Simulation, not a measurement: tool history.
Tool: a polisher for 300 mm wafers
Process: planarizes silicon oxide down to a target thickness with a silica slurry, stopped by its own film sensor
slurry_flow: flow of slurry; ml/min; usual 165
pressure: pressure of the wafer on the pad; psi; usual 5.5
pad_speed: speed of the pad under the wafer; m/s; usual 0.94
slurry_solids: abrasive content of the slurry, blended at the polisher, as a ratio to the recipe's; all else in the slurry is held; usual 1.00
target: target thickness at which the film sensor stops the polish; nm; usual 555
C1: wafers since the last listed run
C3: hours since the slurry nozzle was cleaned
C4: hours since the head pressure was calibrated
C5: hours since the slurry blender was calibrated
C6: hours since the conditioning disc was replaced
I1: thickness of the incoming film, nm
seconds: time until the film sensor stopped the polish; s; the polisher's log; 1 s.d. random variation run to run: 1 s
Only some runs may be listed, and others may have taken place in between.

{"run": 1, "day": 0.0, "slurry_flow": 165, "pressure": 5.5, "pad_speed": 0.94, "slurry_solids": 1.0, "target": 555, "C1": 0, "wafers polished on this pad": 457, "C3": 123.8, "C4": 891.4, "C5": 66.1, "C6": 182.3, "I1": 880.9, "seconds": 93.6}
{"run": 2, "day": 0.717, "slurry_flow": 165, "pressure": 5.5, "pad_speed": 0.94, "slurry_solids": 1.0, "target": 555, "C1": 119, "wafers polished on this pad": 576, "C3": 141.0, "C4": 908.6, "C5": 83.3, "C6": 199.5, "I1": 890.2, "seconds": 96.0}
{"run": 3, "day": 1.742, "slurry_flow": 165, "pressure": 5.5, "pad_speed": 0.94, "slurry_solids": 1.0, "target": 555, "C1": 170, "wafers polished on this pad": 747, "C3": 165.6, "C4": 933.2, "C5": 107.9, "C6": 224.1, "I1": 899.3, "seconds": 99.0}
{"run": 4, "day": 3.158, "slurry_flow": 165, "pressure": 5.5, "pad_speed": 0.94, "slurry_solids": 1.0, "target": 555, "C1": 235, "wafers polished on this pad": 982, "C3": 199.6, "C4": 967.2, "C5": 141.9, "C6": 258.1, "I1": 901.1, "seconds": 97.9}
{"day": 3.662, "done": "worn pad replaced by a new one"}
{"run": 5, "day": 3.921, "slurry_flow": 165, "pressure": 5.5, "pad_speed": 0.94, "slurry_solids": 1.0, "target": 555, "C1": 99, "wafers polished on this pad": 43, "C3": 217.9, "C4": 985.5, "C5": 160.2, "C6": 276.4, "I1": 883.8, "seconds": 94.5}
{"day": 4.079, "done": "slurry nozzle cleaned"}
{"day": 4.488, "done": "slurry blender recalibrated"}
{"run": 6, "day": 4.896, "slurry_flow": 165, "pressure": 5.5, "pad_speed": 0.94, "slurry_solids": 1.0, "target": 555, "C1": 141, "wafers polished on this pad": 184, "C3": 19.6, "C4": 1008.9, "C5": 9.8, "C6": 299.8, "I1": 898.4, "seconds": 94.9}
{"run": 7, "day": 6.275, "slurry_flow": 165, "pressure": 5.5, "pad_speed": 0.94, "slurry_solids": 1.0, "target": 555, "C1": 229, "wafers polished on this pad": 413, "C3": 52.7, "C4": 1042.0, "C5": 42.9, "C6": 332.9, "I1": 895.6, "seconds": 97.9}
{"run": 8, "day": 7.454, "slurry_flow": 130, "pressure": 7.2, "pad_speed": 0.94, "slurry_solids": 0.85, "target": 451, "C1": 196, "wafers polished on this pad": 609, "C3": 81.0, "C4": 1070.3, "C5": 71.2, "C6": 361.2, "I1": 882.4, "seconds": 116.3}
{"run": 9, "day": 8.162, "slurry_flow": 165, "pressure": 5.5, "pad_speed": 0.94, "slurry_solids": 1.0, "target": 555, "C1": 117, "wafers polished on this pad": 727, "C3": 98.0, "C4": 1087.3, "C5": 88.2, "C6": 378.2, "I1": 884.5, "seconds": 93.8}
{"run": 10, "day": 9.246, "slurry_flow": 110, "pressure": 5.5, "pad_speed": 0.94, "slurry_solids": 1.0, "target": 503, "C1": 180, "wafers polished on this pad": 907, "C3": 124.0, "C4": 1113.3, "C5": 114.2, "C6": 404.2, "I1": 892.9, "seconds": 121.9}
{"run": 11, "day": 10.517, "slurry_flow": 130, "pressure": 7.2, "pad_speed": 0.94, "slurry_solids": 0.85, "target": 451, "C1": 211, "wafers polished on this pad": 1119, "C3": 154.5, "C4": 1143.8, "C5": 144.7, "C6": 434.7, "I1": 891.7, "seconds": 120.7}
{"run": 12, "day": 11.05, "slurry_flow": 165, "pressure": 3.7, "pad_speed": 0.94, "slurry_solids": 1.0, "target": 591, "C1": 88, "wafers polished on this pad": 1207, "C3": 167.3, "C4": 1156.6, "C5": 157.5, "C6": 447.5, "I1": 899.4, "seconds": 112.0}
{"day": 11.404, "done": "worn pad replaced by a new one"}
{"day": 11.808, "done": "slurry blender recalibrated"}
{"run": 13, "day": 12.404, "slurry_flow": 165, "pressure": 5.5, "pad_speed": 0.94, "slurry_solids": 1.0, "target": 505, "C1": 183, "wafers polished on this pad": 152, "C3": 199.8, "C4": 1189.1, "C5": 14.3, "C6": 480.0, "I1": 898.8, "seconds": 109.0}
{"day": 12.862, "done": "conditioning disc replaced and pad reconditioned"}
{"day": 12.925, "done": "slurry nozzle cleaned"}
{"run": 14, "day": 13.112, "slurry_flow": 125, "pressure": 7.3, "pad_speed": 0.64, "slurry_solids": 0.85, "target": 555, "C1": 96, "wafers polished on this pad": 249, "C3": 4.5, "C4": 1206.1, "C5": 31.3, "C6": 6.0, "I1": 876.6, "seconds": 118.3}
{"day": 13.812, "done": "head pressure recalibrated"}
{"run": 15, "day": 14.371, "slurry_flow": 165, "pressure": 6.6, "pad_speed": 0.94, "slurry_solids": 0.9, "target": 442, "C1": 195, "wafers polished on this pad": 445, "C3": 34.7, "C4": 13.4, "C5": 61.5, "C6": 36.2, "I1": 880.3, "seconds": 117.5}
{"run": 16, "day": 15.092, "slurry_flow": 165, "pressure": 5.5, "pad_speed": 0.94, "slurry_solids": 1.0, "target": 555, "C1": 119, "wafers polished on this pad": 564, "C3": 52.0, "C4": 30.7, "C5": 78.8, "C6": 53.5, "I1": 895.3, "seconds": 98.8}
{"run": 17, "day": 16.521, "slurry_flow": 165, "pressure": 5.5, "pad_speed": 0.82, "slurry_solids": 1.1, "target": 480, "C1": 237, "wafers polished on this pad": 802, "C3": 86.3, "C4": 65.0, "C5": 113.1, "C6": 87.8, "I1": 910.0, "seconds": 132.5}
{"run": 18, "day": 17.712, "slurry_flow": 165, "pressure": 5.5, "pad_speed": 0.94, "slurry_solids": 1.15, "target": 555, "C1": 198, "wafers polished on this pad": 1000, "C3": 114.9, "C4": 93.6, "C5": 141.7, "C6": 116.4, "I1": 890.1, "seconds": 90.5}
{"run": 19, "day": 19.062, "slurry_flow": 165, "pressure": 5.5, "pad_speed": 0.94, "slurry_solids": 1.0, "target": 555, "C1": 224, "wafers polished on this pad": 1225, "C3": 147.3, "C4": 126.0, "C5": 174.1, "C6": 148.8, "I1": 888.9, "seconds": 96.8}
{"day": 19.212, "done": "slurry blender recalibrated"}
{"day": 19.625, "done": "worn pad replaced by a new one"}
{"run": 20, "day": 20.488, "slurry_flow": 130, "pressure": 5.5, "pad_speed": 1.08, "slurry_solids": 1.0, "target": 615, "C1": 195, "wafers polished on this pad": 143, "C3": 181.5, "C4": 160.2, "C5": 30.6, "C6": 183.0, "I1": 890.0, "seconds": 73.2}
{"day": 20.579, "done": "slurry nozzle cleaned"}
{"run": 21, "day": 21.725, "slurry_flow": 165, "pressure": 5.5, "pad_speed": 1.04, "slurry_solids": 1.0, "target": 555, "C1": 198, "wafers polished on this pad": 342, "C3": 27.5, "C4": 189.9, "C5": 60.3, "C6": 212.7, "I1": 895.0, "seconds": 90.5}
{"run": 22, "day": 22.333, "slurry_flow": 165, "pressure": 5.5, "pad_speed": 0.94, "slurry_solids": 1.0, "target": 555, "C1": 101, "wafers polished on this pad": 443, "C3": 42.1, "C4": 204.5, "C5": 74.9, "C6": 227.3, "I1": 894.3, "seconds": 96.3}
{"run": 23, "day": 23.375, "slurry_flow": 165, "pressure": 5.5, "pad_speed": 0.94, "slurry_solids": 1.0, "target": 555, "C1": 173, "wafers polished on this pad": 616, "C3": 67.1, "C4": 229.5, "C5": 99.9, "C6": 252.3, "I1": 884.9, "seconds": 95.6}
{"run": 24, "day": 24.488, "slurry_flow": 165, "pressure": 5.5, "pad_speed": 0.94, "slurry_solids": 0.8, "target": 555, "C1": 184, "wafers polished on this pad": 801, "C3": 93.8, "C4": 256.2, "C5": 126.6, "C6": 279.0, "I1": 893.5, "seconds": 109.0}

Pick out some run-to-run changes in seconds. Of each, how much would a tool without hidden state show as well, from the settings, what came in and chance, and how much is left for the hidden state and any gauge scatter not in both results compared?
What the log doesn't record here: removal rate lost through wear of the pad, %; slurry flow missing at the pad, %; deviation of the head's pressure from its setpoint, %; abrasive missing from the slurry, %; time polished since the conditioner stopped cutting, s.
Run 5 -> 6: slurry nozzle cleaned, slurry blender recalibrated. seconds +0.4 s: hidden state -3.6, all else +4.0.
Run 12 -> 13: pressure 3.7 -> 5.5, target 591 -> 505, worn pad replaced by a new one, slurry blender recalibrated. seconds -3.0 s: hidden state -3.6, all else +0.6.
Run 16 -> 17: pad_speed 0.94 -> 0.82, slurry_solids 1.00 -> 1.10, target 555 -> 480. seconds +33.7 s: hidden state +2.0, all else +31.7.
Run 17 -> 18: pad_speed 0.82 -> 0.94, slurry_solids 1.10 -> 1.15, target 480 -> 555. seconds -42.0 s: hidden state -1.9, all else -40.1.
